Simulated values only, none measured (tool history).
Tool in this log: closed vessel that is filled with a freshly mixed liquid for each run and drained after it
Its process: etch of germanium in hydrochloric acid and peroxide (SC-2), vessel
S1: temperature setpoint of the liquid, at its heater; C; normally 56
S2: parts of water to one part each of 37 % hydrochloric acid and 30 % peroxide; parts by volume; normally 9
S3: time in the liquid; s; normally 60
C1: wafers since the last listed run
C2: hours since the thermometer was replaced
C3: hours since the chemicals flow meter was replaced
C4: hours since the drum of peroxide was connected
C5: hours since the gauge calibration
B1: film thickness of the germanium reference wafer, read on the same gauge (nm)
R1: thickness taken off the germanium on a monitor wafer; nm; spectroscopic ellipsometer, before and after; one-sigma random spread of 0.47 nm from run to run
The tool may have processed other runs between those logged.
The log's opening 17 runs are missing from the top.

run    hour    S1    S2  S3    C1     C2      C3      C4      C5     B1      R1
     1182.6  -- new drum of peroxide connected
 18    1264    56     9  35  7746   1140     919    81.4   967.3  90.03   59.69
     1313.1  -- thermometer replaced
 19  1357.1    56     9  60  7494     44  1012.1   174.5  1060.4  90.02   99.78
 20  1398.3  48.5     9  60  3352   85.2  1053.3   215.7  1101.6  89.96   79.19
 21  1495.4  46.5     9  40  7901  182.3  1150.4   312.8  1198.7  90.04   49.39
     1521.3  -- chemicals flow meter replaced
 22  1585.7    56  11.5  90  7266  272.6    64.4   403.1    1289  89.98  146.27
 23  1649.7    56   6.5  50  5207  336.6   128.4   467.1    1353  89.99    86.2
 24  1746.6    56     5  60  7884  433.5   225.3     564  1449.9  90.05  103.38
 25  1820.6    56     7  60  6021  507.5   299.3     638  1523.9  89.97  102.49
 26  1928.4    56     9  60  8771  615.3   407.1   745.8  1631.7  90.01  100.56
 27  1972.2    56     9  60  3564  659.1   450.9   789.6  1675.5  89.97  101.25
 28  2058.7    56     9  60  7038  745.6   537.4   876.1    1762  90.02  101.37
 29  2118.9  46.5   7.5  60  4898  805.8   597.6   936.3  1822.2  90.01   76.67
 30  2185.9    56   7.5  60  5451  872.8   664.6  1003.3  1889.2     90  103.33

What if the next run were any one of these 4? Each begins from the tool's condition after run 30:
  A  2186.6    50   9  60  56  873.5  665.3  1004  1889.9   ?   ?
  B  2186.6  58.5   9  60  56  873.5  665.3  1004  1889.9   ?   ?
  C  2186.6  59.5   6  45  56  873.5  665.3  1004  1889.9   ?   ?
  D  2186.6  48.5  13  70  56  873.5  665.3  1004  1889.9   ?   ?

run     B1     R1
  A  89.99  84.19
  B  89.99  109.2
  C  89.99  86.82
  D  89.99  90.18
Had the tool no hidden state, the same runs would have come out as:
run      R1
  A    82.8
  B  107.49
  C   85.44
  D   88.69
